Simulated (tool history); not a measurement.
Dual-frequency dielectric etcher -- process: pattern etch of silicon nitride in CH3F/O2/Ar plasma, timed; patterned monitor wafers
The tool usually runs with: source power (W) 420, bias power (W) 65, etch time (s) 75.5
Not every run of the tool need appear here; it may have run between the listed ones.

run	day	source power (W)	bias power (W)	etch time (s)	read-back reference wafer on the same gauge, depth_nm	mean etch depth across the wafer (nm)
1	0.000	470	65	85.5	43	64.0
2	2.604	470	65	85.5	43	64.3
3	4.817	420	65	75.5	43	54.3
# day 7.183: source power generator calibrated
4	7.442	420	65	75.5	43	54.5
5	9.879	420	65	75.5	43	54.6
# day 10.888: wet clean of the chamber
6	11.646	470	69	75.5	43	57.0
7	13.854	420	65	75.5	43	53.4
8	15.525	420	65	75.5	43	53.4
9	17.038	370	52	64.5	43	40.6
10	19.096	420	65	75.5	43	54.1
# day 22.546: upper electrode replaced
11	22.567	420	65	75.5	43	54.4
12	23.583	420	65	75.5	43	54.4
13	26.529	420	65	75.5	43	54.4
14	28.429	490	50	75.5	43	53.8
15	30.067	420	65	75.5	43	54.8
16	32.375	320	79	68.5	43	47.6
# day 33.296: gauge calibrated
17	36.642	330	74	75.5	43	52.0
# day 37.921: wet clean of the chamber
18	40.325	420	74	89.0	43	65.7
19	43.129	420	78	75.5	43	56.7
20	45.129	420	60	75.5	43	52.3
21	46.746	320	76	75.5	43	50.9
22	48.525	420	65	66.0	43	47.3
23	49.762	380	60	96.5	43	64.4
24	52.421	420	79	85.5	43	65.9
25	53.683	420	53	93.5	43	63.1
26	54.925	350	58	89.0	43	57.1
27	56.975	420	65	57.0	43	41.2
28	58.100	360	69	75.5	43	52.7
29	60.154	420	65	96.5	43	70.0
# day 62.517: wet clean of the chamber
30	62.658	360	65	60.5	43	40.1
31	64.721	510	79	65.5	43	53.3

Pick out some run-to-run changes in mean etch depth across the wafer (nm). Of each, how much would a tool without hidden state show as well, from the settings, what came in and chance, and how much is left for the hidden state and any gauge scatter not in both results compared?
Hidden conditions of the tool in this case: etch rate over this chamber's usual, %; source power that arrives over what is set, %; bias power that arrives over what is set, %; gauge reads high (%).
Run 5 -> 6: source power (W) 420 -> 470, bias power (W) 65 -> 69, wet clean of the chamber. mean etch depth across the wafer (nm) +2.4: hidden state -1.3, all else +3.7.
Run 17 -> 18: source power (W) 330 -> 420, etch time (s) 75.5 -> 89.0, wet clean of the chamber. mean etch depth across the wafer (nm) +13.7: hidden state -1.8, all else +15.5.
Run 22 -> 23: source power (W) 420 -> 380, bias power (W) 65 -> 60, etch time (s) 66.0 -> 96.5. mean etch depth across the wafer (nm) +17.1: hidden state +0.4, all else +16.7.
Run 28 -> 29: source power (W) 360 -> 420, bias power (W) 69 -> 65, etch time (s) 75.5 -> 96.5. mean etch depth across the wafer (nm) +17.3: hidden state +0.7, all else +16.6.
Run 29 -> 30: source power (W) 420 -> 360, etch time (s) 96.5 -> 60.5, wet clean of the chamber. mean etch depth across the wafer (nm) -29.9: hidden state -2.1, all else -27.8.

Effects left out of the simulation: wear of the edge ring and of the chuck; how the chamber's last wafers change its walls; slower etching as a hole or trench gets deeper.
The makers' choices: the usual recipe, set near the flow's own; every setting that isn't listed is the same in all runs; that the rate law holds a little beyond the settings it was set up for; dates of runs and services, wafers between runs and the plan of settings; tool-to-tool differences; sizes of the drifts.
